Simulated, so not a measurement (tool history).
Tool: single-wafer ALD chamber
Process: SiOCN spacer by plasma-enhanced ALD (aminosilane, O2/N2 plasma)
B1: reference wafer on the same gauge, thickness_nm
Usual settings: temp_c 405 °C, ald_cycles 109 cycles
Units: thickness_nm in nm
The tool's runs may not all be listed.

{"run": 1, "hour": 0.0, "temp_c": 405, "ald_cycles": 103, "B1": 5.209, "thickness_nm": 5.771}
{"run": 2, "hour": 33.3, "temp_c": 405, "ald_cycles": 103, "B1": 5.198, "thickness_nm": 5.723}
{"run": 3, "hour": 49.8, "temp_c": 405, "ald_cycles": 103, "B1": 5.195, "thickness_nm": 5.732}
{"run": 4, "hour": 81.9, "temp_c": 405, "ald_cycles": 109, "B1": 5.19, "thickness_nm": 6.094}
{"run": 5, "hour": 101.1, "temp_c": 405, "ald_cycles": 109, "B1": 5.182, "thickness_nm": 6.064}
{"run": 6, "hour": 122.8, "temp_c": 405, "ald_cycles": 109, "B1": 5.168, "thickness_nm": 6.076}
{"run": 7, "hour": 139.3, "temp_c": 405, "ald_cycles": 109, "B1": 5.162, "thickness_nm": 6.027}
{"run": 8, "hour": 156.8, "temp_c": 405, "ald_cycles": 109, "B1": 5.169, "thickness_nm": 6.076}
{"run": 9, "hour": 237.6, "temp_c": 405, "ald_cycles": 109, "B1": 5.159, "thickness_nm": 6.06}
{"run": 10, "hour": 267.2, "temp_c": 405, "ald_cycles": 109, "B1": 5.159, "thickness_nm": 6.032}
{"run": 11, "hour": 299.5, "temp_c": 405, "ald_cycles": 109, "B1": 5.15, "thickness_nm": 6.013}
{"run": 12, "hour": 360.5, "temp_c": 405, "ald_cycles": 109, "B1": 5.154, "thickness_nm": 6.003}
{"run": 13, "hour": 396.3, "temp_c": 405, "ald_cycles": 109, "B1": 5.158, "thickness_nm": 6.056}
{"run": 14, "hour": 420.3, "temp_c": 405, "ald_cycles": 109, "B1": 5.141, "thickness_nm": 6.018}
{"run": 15, "hour": 447.6, "temp_c": 396, "ald_cycles": 109, "B1": 5.144, "thickness_nm": 6.145}
{"run": 16, "hour": 459.8, "temp_c": 400, "ald_cycles": 109, "B1": 5.147, "thickness_nm": 6.119}
{"run": 17, "hour": 473.9, "temp_c": 405, "ald_cycles": 95, "B1": 5.14, "thickness_nm": 5.266}
{"hour": 484.7, "done": "gauge calibrated"}
{"hour": 486.0, "done": "thermocouple changed; heater temperature recalibrated"}
{"run": 18, "hour": 490.1, "temp_c": 405, "ald_cycles": 109, "B1": 5.292, "thickness_nm": 6.231}
{"run": 19, "hour": 503.8, "temp_c": 399, "ald_cycles": 93, "B1": 5.285, "thickness_nm": 5.409}
{"run": 20, "hour": 522.1, "temp_c": 418, "ald_cycles": 119, "B1": 5.278, "thickness_nm": 6.519}
{"run": 21, "hour": 543.8, "temp_c": 405, "ald_cycles": 109, "B1": 5.263, "thickness_nm": 6.185}
{"run": 22, "hour": 565.6, "temp_c": 405, "ald_cycles": 103, "B1": 5.272, "thickness_nm": 5.82}
{"run": 23, "hour": 579.4, "temp_c": 405, "ald_cycles": 98, "B1": 5.25, "thickness_nm": 5.56}
{"run": 24, "hour": 605.1, "temp_c": 394, "ald_cycles": 126, "B1": 5.241, "thickness_nm": 7.182}
{"run": 25, "hour": 623.4, "temp_c": 405, "ald_cycles": 103, "B1": 5.236, "thickness_nm": 5.845}
{"run": 26, "hour": 640.4, "temp_c": 395, "ald_cycles": 91, "B1": 5.24, "thickness_nm": 5.197}
{"run": 27, "hour": 667.8, "temp_c": 401, "ald_cycles": 90, "B1": 5.218, "thickness_nm": 5.121}
{"run": 28, "hour": 694.4, "temp_c": 414, "ald_cycles": 109, "B1": 5.223, "thickness_nm": 5.928}
{"run": 29, "hour": 710.1, "temp_c": 405, "ald_cycles": 96, "B1": 5.218, "thickness_nm": 5.417}

Measured less the same run without the tool's hidden state. The same run-to-run variation is in both; the gauge's scatter may not be:
The hidden state here: wafer temperature above the value expected at the setpoint (K); gauge reads high (%).
run=1 thickness_nm=-0.092
run=2 thickness_nm=-0.102
run=3 thickness_nm=-0.107
run=4 thickness_nm=-0.123
run=5 thickness_nm=-0.127
run=6 thickness_nm=-0.132
run=7 thickness_nm=-0.134
run=8 thickness_nm=-0.139
run=9 thickness_nm=-0.152
run=10 thickness_nm=-0.155
run=11 thickness_nm=-0.157
run=12 thickness_nm=-0.162
run=13 thickness_nm=-0.165
run=14 thickness_nm=-0.166
run=15 thickness_nm=-0.171
run=16 thickness_nm=-0.171
run=17 thickness_nm=-0.147
run=18 thickness_nm=+0.011
run=19 thickness_nm=+0.001
run=20 thickness_nm=-0.012
run=21 thickness_nm=-0.025
run=22 thickness_nm=-0.035
run=23 thickness_nm=-0.04
run=24 thickness_nm=-0.066
run=25 thickness_nm=-0.062
run=26 thickness_nm=-0.06
run=27 thickness_nm=-0.068
run=28 thickness_nm=-0.087
run=29 thickness_nm=-0.083

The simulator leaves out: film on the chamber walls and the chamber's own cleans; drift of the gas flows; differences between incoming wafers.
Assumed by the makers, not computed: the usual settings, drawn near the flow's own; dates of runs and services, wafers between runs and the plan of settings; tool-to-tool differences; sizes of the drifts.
